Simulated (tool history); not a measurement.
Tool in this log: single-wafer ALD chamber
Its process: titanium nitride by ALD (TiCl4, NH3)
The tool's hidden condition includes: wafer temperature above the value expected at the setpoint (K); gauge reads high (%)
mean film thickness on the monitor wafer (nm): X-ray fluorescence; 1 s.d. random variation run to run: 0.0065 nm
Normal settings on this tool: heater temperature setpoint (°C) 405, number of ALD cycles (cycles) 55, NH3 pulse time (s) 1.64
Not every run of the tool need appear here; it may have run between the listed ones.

| run | hour | heater temperature setpoint (°C) | number of ALD cycles (cycles) | NH3 pulse time (s) | wafers since the last listed run | hours since the last thermocouple change | hours since the showerhead was replaced | hours since the gauge calibration | read-back reference wafer on the same gauge, thickness_nm | mean film thickness on the monitor wafer (nm) |
|---|---|---|---|---|---|---|---|---|---|---|
| 1 | 0.0 | 405 | 55 | 1.64 | 0 | 611.2 | 4396.6 | 1283.1 | 1.305 | 1.136 |
| 2 | 42.8 | 405 | 55 | 1.64 | 253 | 654.0 | 4439.4 | 1325.9 | 1.304 | 1.139 |
| 3 | 134.1 | 405 | 55 | 1.64 | 540 | 745.3 | 4530.7 | 1417.2 | 1.302 | 1.124 |
| 4 | 219.3 | 405 | 55 | 1.30 | 504 | 830.5 | 4615.9 | 1502.4 | 1.302 | 1.099 |
| 5 | 325.4 | 405 | 55 | 1.64 | 627 | 936.6 | 4722.0 | 1608.5 | 1.298 | 1.127 |
| 6 | 425.8 | 405 | 55 | 1.64 | 594 | 1037.0 | 4822.4 | 1708.9 | 1.296 | 1.132 |
| 7 | 463.7 | 405 | 55 | 1.64 | 224 | 1074.9 | 4860.3 | 1746.8 | 1.296 | 1.119 |
| 8 | 504.0 | 402 | 55 | 1.64 | 238 | 1115.2 | 4900.6 | 1787.1 | 1.296 | 1.127 |
| 9 | 560.9 | 402 | 55 | 1.64 | 336 | 1172.1 | 4957.5 | 1844.0 | 1.293 | 1.122 |
|  | 609.2 | gauge calibrated |
| 10 | 618.4 | 400 | 55 | 1.64 | 340 | 1229.6 | 5015.0 | 9.2 | 1.327 | 1.136 |
| 11 | 681.0 | 400 | 55 | 1.64 | 370 | 1292.2 | 5077.6 | 71.8 | 1.325 | 1.143 |
| 12 | 734.1 | 405 | 55 | 1.64 | 314 | 1345.3 | 5130.7 | 124.9 | 1.324 | 1.139 |
| 13 | 812.5 | 405 | 50 | 2.22 | 463 | 1423.7 | 5209.1 | 203.3 | 1.322 | 1.064 |
| 14 | 850.8 | 405 | 55 | 1.64 | 226 | 1462.0 | 5247.4 | 241.6 | 1.321 | 1.148 |
| 15 | 943.2 | 405 | 55 | 1.64 | 546 | 1554.4 | 5339.8 | 334.0 | 1.320 | 1.129 |
|  | 995.3 | thermocouple changed; heater temperature recalibrated |
| 16 | 1019.9 | 393 | 55 | 1.64 | 406 | 24.6 | 5416.5 | 410.7 | 1.320 | 1.127 |
| 17 | 1103.1 | 411 | 55 | 2.00 | 492 | 107.8 | 5499.7 | 493.9 | 1.317 | 1.139 |
| 18 | 1266.7 | 399 | 55 | 2.28 | 968 | 271.4 | 5663.3 | 657.5 | 1.315 | 1.156 |

Run 19 is up next; what results do you expect?
|  | 1375.0 | showerhead replaced |
| 19 | 1375.5 | 405 | 55 | 1.64 | 596 | 380.2 | 0.5 | 766.3 | ? | ? |

read-back reference wafer on the same gauge, thickness_nm: 1.311
mean film thickness on the monitor wafer (nm): 1.133
With no hidden state in the tool, this same run would have given mean film thickness on the monitor wafer (nm) 1.148.
